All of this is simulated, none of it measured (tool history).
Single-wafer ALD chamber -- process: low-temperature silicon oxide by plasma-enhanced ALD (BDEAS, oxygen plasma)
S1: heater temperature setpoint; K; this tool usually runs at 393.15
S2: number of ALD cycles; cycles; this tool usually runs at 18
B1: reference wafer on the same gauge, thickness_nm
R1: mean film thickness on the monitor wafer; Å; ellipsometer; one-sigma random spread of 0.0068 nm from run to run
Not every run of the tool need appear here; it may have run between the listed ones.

{"run": 1, "hour": 0.0, "S1": 393.15, "S2": 18, "B1": 2.229, "R1": 27.22}
{"run": 2, "hour": 13.5, "S1": 393.15, "S2": 18, "B1": 2.23, "R1": 27.25}
{"hour": 20.0, "done": "gauge calibrated"}
{"run": 3, "hour": 24.1, "S1": 393.15, "S2": 18, "B1": 2.23, "R1": 27.18}
{"run": 4, "hour": 35.5, "S1": 393.15, "S2": 18, "B1": 2.23, "R1": 27.25}
{"run": 5, "hour": 41.6, "S1": 393.15, "S2": 18, "B1": 2.23, "R1": 27.26}
{"run": 6, "hour": 56.0, "S1": 403.15, "S2": 18, "B1": 2.23, "R1": 26.77}
{"run": 7, "hour": 71.6, "S1": 403.15, "S2": 18, "B1": 2.231, "R1": 26.7}
{"run": 8, "hour": 85.6, "S1": 393.15, "S2": 15, "B1": 2.229, "R1": 22.66}
{"hour": 96.5, "done": "thermocouple changed; heater temperature recalibrated"}
{"run": 9, "hour": 99.7, "S1": 393.15, "S2": 15, "B1": 2.23, "R1": 22.74}
{"run": 10, "hour": 110.1, "S1": 393.15, "S2": 18, "B1": 2.23, "R1": 27.18}
{"run": 11, "hour": 126.3, "S1": 383.15, "S2": 22, "B1": 2.23, "R1": 33.98}
{"run": 12, "hour": 139.7, "S1": 403.15, "S2": 17, "B1": 2.231, "R1": 25.24}
{"run": 13, "hour": 147.9, "S1": 393.15, "S2": 18, "B1": 2.229, "R1": 27.28}
{"hour": 190.3, "done": "gauge calibrated"}
{"run": 14, "hour": 197.6, "S1": 393.15, "S2": 18, "B1": 2.231, "R1": 27.24}
{"run": 15, "hour": 208.5, "S1": 393.15, "S2": 16, "B1": 2.23, "R1": 24.19}
{"run": 16, "hour": 226.2, "S1": 382.15, "S2": 15, "B1": 2.231, "R1": 23.32}
{"run": 17, "hour": 242.1, "S1": 393.15, "S2": 18, "B1": 2.229, "R1": 27.36}
{"run": 18, "hour": 259.4, "S1": 393.15, "S2": 20, "B1": 2.229, "R1": 30.25}

Alternative continuations, all from the tool just after run 18; predict every row:
{"run": "A", "hour": 259.8, "S1": 393.15, "S2": 17, "B1": "?", "R1": "?"}
{"run": "B", "hour": 259.8, "S1": 384.15, "S2": 18, "B1": "?", "R1": "?"}
{"run": "C", "hour": 259.8, "S1": 380.15, "S2": 22, "B1": "?", "R1": "?"}
{"run": "D", "hour": 259.8, "S1": 403.15, "S2": 14, "B1": "?", "R1": "?"}
{"run": "E", "hour": 259.8, "S1": 386.15, "S2": 17, "B1": "?", "R1": "?"}

run=A B1=2.229 R1=25.79
run=B B1=2.229 R1=27.8
run=C B1=2.229 R1=34.24
run=D B1=2.229 R1=20.81
run=E B1=2.229 R1=26.15
With no hidden state in the tool, these same runs would have given:
run=A R1=25.79
run=B R1=27.8
run=C R1=34.24
run=D R1=20.81
run=E R1=26.15
